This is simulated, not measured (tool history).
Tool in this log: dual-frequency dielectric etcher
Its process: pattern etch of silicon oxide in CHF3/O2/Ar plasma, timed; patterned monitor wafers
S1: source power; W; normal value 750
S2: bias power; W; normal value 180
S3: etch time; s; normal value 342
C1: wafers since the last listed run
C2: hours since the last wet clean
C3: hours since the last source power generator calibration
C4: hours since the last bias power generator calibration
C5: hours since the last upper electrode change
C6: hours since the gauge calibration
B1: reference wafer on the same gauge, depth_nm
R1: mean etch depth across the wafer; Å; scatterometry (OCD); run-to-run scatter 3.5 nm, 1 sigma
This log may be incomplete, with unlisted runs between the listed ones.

run	hour	S1	S2	S3	C1	C2	C3	C4	C5	C6	B1	R1
1	0	750	180	342	0	393.9	1383.3	1571.2	2423.5	533.9	883.8	7345
2	48.8	750	180	365.5	179	442.7	1432.1	1620	2472.3	582.7	884.1	7846
3	63.4	750	180	365.5	53	457.3	1446.7	1634.6	2486.9	597.3	883.9	7828
4	88.9	750	160	342	93	482.8	1472.2	1660.1	2512.4	622.8	883.8	6866
# hour 135.6: wet clean of the chamber
5	136.1	750	215	342	85	0.5	1519.4	1707.3	2559.6	670	884.7	7858
6	140.4	750	180	342	15	4.8	1523.7	1711.6	2563.9	674.3	885.2	7296
7	216.8	750	180	342	280	81.2	1600.1	1788	2640.3	750.7	885	7297
8	236.9	750	180	342	73	101.3	1620.2	1808.1	2660.4	770.8	882.8	7259
9	251.5	640	200	377	53	115.9	1634.8	1822.7	2675	785.4	884.2	7727
10	287.2	870	193	420	131	151.6	1670.5	1858.4	2710.7	821.1	883.6	9934
# hour 319.7: upper electrode replaced
11	320.2	750	180	342	33	184.6	1703.5	1891.4	0.5	854.1	883.7	7268
12	323.5	750	180	342	12	187.9	1706.8	1894.7	3.8	857.4	883.9	7265
# hour 346: gauge calibrated
13	351.3	590	180	308.5	102	215.7	1734.6	1922.5	31.6	5.3	884.3	5716
14	412.1	680	220	342	223	276.5	1795.4	1983.3	92.4	66.1	884.3	7480
# hour 425.6: bias power generator calibrated
# hour 456.6: source power generator calibrated
15	466	660	195	298	168	330.4	9.4	40.4	146.3	120	884.5	6296
16	486.3	840	180	342	74	350.7	29.7	60.7	166.6	140.3	884.5	7835
17	505.8	750	180	342	71	370.2	49.2	80.2	186.1	159.8	884.3	7464
18	527	750	180	342	77	391.4	70.4	101.4	207.3	181	884.3	7420
19	541.7	620	214	396.5	54	406.1	85.1	116.1	222	195.7	884.2	8432
20	560.6	750	217	342	69	425	104	135	240.9	214.6	883.7	8070
# hour 609: wet clean of the chamber
21	609.5	850	180	342	91	0.5	152.9	183.9	289.8	263.5	884.1	7990
22	623.1	890	180	342	50	14.1	166.5	197.5	303.4	277.1	884	8070

Run 23 has not been measured yet. What should we expect?
23	649.2	850	136	427	95	40.2	192.6	223.6	329.5	303.2	?	?

{"run 23": {"B1": 884.4, "R1": 8852}}
With the hidden condition absent and the run-to-run variation left alone, this run would have shown R1 8856 Å.
